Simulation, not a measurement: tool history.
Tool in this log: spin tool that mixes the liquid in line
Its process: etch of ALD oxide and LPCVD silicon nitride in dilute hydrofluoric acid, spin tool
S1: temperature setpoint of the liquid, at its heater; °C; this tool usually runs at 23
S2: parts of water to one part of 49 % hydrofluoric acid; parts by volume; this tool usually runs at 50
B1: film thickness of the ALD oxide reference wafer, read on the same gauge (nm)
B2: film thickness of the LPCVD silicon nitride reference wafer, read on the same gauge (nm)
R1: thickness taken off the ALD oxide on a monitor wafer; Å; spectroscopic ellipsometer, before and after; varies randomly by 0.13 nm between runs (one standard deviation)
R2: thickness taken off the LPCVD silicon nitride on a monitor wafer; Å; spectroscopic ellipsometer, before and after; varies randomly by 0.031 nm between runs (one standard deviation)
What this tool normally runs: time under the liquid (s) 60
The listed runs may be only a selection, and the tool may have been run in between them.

run 1 hour=0 | S1=23 S2=65 time_under_the_liquid_(s)=60 | B1=110.01 B2=119.99 | R1=152.4 R2=4.26
run 2 hour=56 | S1=23 S2=65 time_under_the_liquid_(s)=60 | B1=110 B2=120.048 | R1=150.6 R2=5
run 3 hour=105.6 | S1=23 S2=50 time_under_the_liquid_(s)=50 | B1=110.01 B2=119.998 | R1=165.8 R2=5.36
run 4 hour=154.9 | S1=23 S2=50 time_under_the_liquid_(s)=50 | B1=109.99 B2=120.057 | R1=166.9 R2=5.13
run 5 hour=205.9 | S1=23 S2=50 time_under_the_liquid_(s)=60 | B1=109.98 B2=120.014 | R1=200.8 R2=5.54
run 6 hour=262.5 | S1=23 S2=50 time_under_the_liquid_(s)=60 | B1=110 B2=120.039 | R1=199.7 R2=6.19
run 7 hour=421.3 | S1=23 S2=50 time_under_the_liquid_(s)=60 | B1=109.99 B2=119.972 | R1=202 R2=6.34
run 8 hour=445.6 | S1=23 S2=50 time_under_the_liquid_(s)=60 | B1=110 B2=119.997 | R1=204 R2=6.65
run 9 hour=488 | S1=23 S2=35 time_under_the_liquid_(s)=60 | B1=110 B2=120.003 | R1=298.3 R2=9.09
run 10 hour=546.1 | S1=23 S2=65 time_under_the_liquid_(s)=60 | B1=110.01 B2=120.03 | R1=153.7 R2=5.18
run 11 hour=571 | S1=26 S2=50 time_under_the_liquid_(s)=60 | B1=110 B2=120.024 | R1=229.1 R2=7.56
run 12 hour=603.5 | S1=19.5 S2=50 time_under_the_liquid_(s)=60 | B1=110 B2=119.934 | R1=178 R2=4.61
run 13 hour=661.7 | S1=23 S2=50 time_under_the_liquid_(s)=60 | B1=110.01 B2=120.012 | R1=205 R2=5.68
run 14 hour=692.9 | S1=23 S2=50 time_under_the_liquid_(s)=60 | B1=110.01 B2=119.983 | R1=202.7 R2=6.07
-- hour=708.7 hydrofluoric acid flow meter replaced
-- hour=713.6 thermometer replaced
run 15 hour=749.8 | S1=23 S2=35 time_under_the_liquid_(s)=35 | B1=109.97 B2=120.002 | R1=156 R2=4.42
-- hour=753.4 gauge calibrated
run 16 hour=844.6 | S1=23 S2=50 time_under_the_liquid_(s)=75 | B1=110 B2=120.008 | R1=229.9 R2=6.49
run 17 hour=965 | S1=24.5 S2=75 time_under_the_liquid_(s)=35 | B1=110 B2=120.016 | R1=74.2 R2=2.4
run 18 hour=1033.4 | S1=23 S2=50 time_under_the_liquid_(s)=60 | B1=109.98 B2=120.025 | R1=182.3 R2=5.64

What if the next run were any one of these 3? Each begins from the tool's condition after run 18:
run A hour=1033.8 | S1=25 S2=50 time_under_the_liquid_(s)=60 | B1=? B2=? | R1=? R2=?
run B hour=1033.8 | S1=27.5 S2=65 time_under_the_liquid_(s)=80 | B1=? B2=? | R1=? R2=?
run C hour=1033.8 | S1=27.5 S2=50 time_under_the_liquid_(s)=60 | B1=? B2=? | R1=? R2=?

run=A B1=110 B2=119.991 R1=202.1 R2=6.02
run=B B1=110 B2=119.991 R1=224.3 R2=7.3
run=C B1=110 B2=119.991 R1=223.5 R2=7.1
With no hidden state in the tool, these same runs would have given:
run=A R1=199.4 R2=5.88
run=B R1=221.4 R2=7.15
run=C R1=220.6 R2=6.95

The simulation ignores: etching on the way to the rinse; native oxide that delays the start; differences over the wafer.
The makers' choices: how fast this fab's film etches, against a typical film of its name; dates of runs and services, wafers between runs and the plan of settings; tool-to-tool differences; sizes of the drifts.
